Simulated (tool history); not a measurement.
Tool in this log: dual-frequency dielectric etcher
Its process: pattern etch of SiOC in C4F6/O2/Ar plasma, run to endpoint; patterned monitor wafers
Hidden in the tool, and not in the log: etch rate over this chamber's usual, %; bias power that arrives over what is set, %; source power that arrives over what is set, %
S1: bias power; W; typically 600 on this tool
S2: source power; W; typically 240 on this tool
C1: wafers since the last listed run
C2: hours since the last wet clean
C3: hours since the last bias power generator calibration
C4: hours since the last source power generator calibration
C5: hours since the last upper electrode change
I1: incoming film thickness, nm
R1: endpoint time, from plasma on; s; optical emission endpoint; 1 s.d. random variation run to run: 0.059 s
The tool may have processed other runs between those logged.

| run | hour | S1 | S2 | C1 | C2 | C3 | C4 | C5 | I1 | R1 |
|---|---|---|---|---|---|---|---|---|---|---|
| 1 | 0 | 600 | 280 | 0 | 473.2 | 1813.3 | 3095.4 | 1935 | 49.28 | 17.9 |
| 2 | 13.5 | 600 | 280 | 264 | 486.7 | 1826.8 | 3108.9 | 1948.5 | 49.25 | 18.1 |
| 3 | 31.3 | 600 | 280 | 348 | 504.5 | 1844.6 | 3126.7 | 1966.3 | 49.06 | 18 |
| 4 | 39 | 600 | 260 | 150 | 512.2 | 1852.3 | 3134.4 | 1974 | 48.95 | 18.5 |
|  | 66.6 | wet clean of the chamber |
|  | 88 | upper electrode replaced |
| 5 | 88.5 | 600 | 260 | 78 | 21.9 | 1901.8 | 3183.9 | 0.5 | 48.57 | 17.3 |
| 6 | 88.9 | 600 | 260 | 7 | 22.3 | 1902.2 | 3184.3 | 0.9 | 48.95 | 17.5 |
| 7 | 89.2 | 669 | 240 | 5 | 22.6 | 1902.5 | 3184.6 | 1.2 | 48.55 | 17.3 |
| 8 | 89.5 | 651 | 240 | 5 | 22.9 | 1902.8 | 3184.9 | 1.5 | 48.5 | 17.4 |
| 9 | 95.7 | 538 | 190 | 121 | 29.1 | 1909 | 3191.1 | 7.7 | 49.45 | 20.3 |
|  | 109.4 | source power generator calibrated |
| 10 | 111.8 | 600 | 240 | 237 | 45.2 | 1925.1 | 2.4 | 23.8 | 48.36 | 18 |
| 11 | 127.7 | 664 | 280 | 311 | 61.1 | 1941 | 18.3 | 39.7 | 49.16 | 16.8 |
|  | 142.7 | bias power generator calibrated |
| 12 | 143.2 | 538 | 220 | 225 | 76.6 | 0.5 | 33.8 | 55.2 | 49.04 | 19.4 |
| 13 | 150.9 | 600 | 240 | 150 | 84.3 | 8.2 | 41.5 | 62.9 | 49.29 | 18.3 |
| 14 | 157.3 | 600 | 280 | 125 | 90.7 | 14.6 | 47.9 | 69.3 | 48.77 | 17.2 |
| 15 | 169.3 | 727 | 240 | 235 | 102.7 | 26.6 | 59.9 | 81.3 | 49.17 | 17.3 |
| 16 | 181.2 | 500 | 210 | 233 | 114.6 | 38.5 | 71.8 | 93.2 | 49.28 | 20.4 |

Alternative continuations, all from the tool just after run 16; predict every row:
| A | 181.6 | 600 | 190 | 7 | 115 | 38.9 | 72.2 | 93.6 | 48.26 | ? |
| B | 181.6 | 547 | 280 | 7 | 115 | 38.9 | 72.2 | 93.6 | 48.26 | ? |
| C | 181.6 | 665 | 280 | 7 | 115 | 38.9 | 72.2 | 93.6 | 48.26 | ? |
| D | 181.6 | 687 | 200 | 7 | 115 | 38.9 | 72.2 | 93.6 | 48.26 | ? |
| E | 181.6 | 721 | 240 | 7 | 115 | 38.9 | 72.2 | 93.6 | 48.26 | ? |

| run | R1 |
|---|---|
| A | 19.5 |
| B | 17.5 |
| C | 16.5 |
| D | 18.3 |
| E | 16.9 |
Without the tool's unlogged condition, the same runs would have read:
| run | R1 |
|---|---|
| A | 19.3 |
| B | 17.3 |
| C | 16.3 |
| D | 18.1 |
| E | 16.8 |
